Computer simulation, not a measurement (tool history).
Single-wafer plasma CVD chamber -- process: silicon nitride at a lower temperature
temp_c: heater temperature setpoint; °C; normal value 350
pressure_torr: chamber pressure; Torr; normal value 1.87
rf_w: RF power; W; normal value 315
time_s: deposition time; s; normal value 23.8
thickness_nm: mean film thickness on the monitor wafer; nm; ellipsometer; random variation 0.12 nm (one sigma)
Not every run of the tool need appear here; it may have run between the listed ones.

run	hour	temp_c	pressure_torr	rf_w	time_s	read-back reference wafer on the same gauge, thickness_nm	thickness_nm
1	0.0	350	1.87	315	23.8	33.240	28.525
2	17.0	350	1.87	315	23.8	33.212	28.685
3	27.5	350	1.87	315	23.8	33.197	28.454
4	35.9	350	1.87	315	23.8	33.201	28.588
5	48.8	350	1.87	315	23.8	33.199	28.513
6	57.1	350	1.87	315	23.8	33.236	28.624
7	66.8	350	2.13	315	21.3	33.226	26.657
8	74.1	346	1.87	315	23.8	33.190	28.629
9	81.6	345	2.26	270	23.8	33.246	28.103
# hour 85.4: gauge calibrated
10	97.8	360	1.62	315	21.9	33.210	24.744
11	106.6	362	1.87	315	25.5	33.194	30.312
12	121.8	350	1.87	315	23.8	33.220	28.463
# hour 130.7: RF generator calibrated, repeated, since the last time left the tool worse
# hour 137.4: thermocouple changed; heater temperature recalibrated
13	137.9	350	1.87	315	23.8	33.194	29.564
14	146.2	350	1.87	360	21.2	33.199	28.400
15	154.7	359	1.87	315	23.8	33.205	29.580
16	168.1	335	1.87	375	19.9	33.207	27.132
17	178.2	350	1.87	315	19.3	33.217	24.282
18	184.8	350	1.87	340	23.8	33.206	30.735

Predict the results of run 19:
# hour 192.9: capacitance manometer re-zeroed and calibrated
19	238.0	350	2.05	315	21.9	?	?

read-back reference wafer on the same gauge, thickness_nm: 33.198
thickness_nm: 28.009 nm
Were there no unlogged condition in the tool, this run, its random variation unchanged, would have produced thickness_nm 28.131 nm.

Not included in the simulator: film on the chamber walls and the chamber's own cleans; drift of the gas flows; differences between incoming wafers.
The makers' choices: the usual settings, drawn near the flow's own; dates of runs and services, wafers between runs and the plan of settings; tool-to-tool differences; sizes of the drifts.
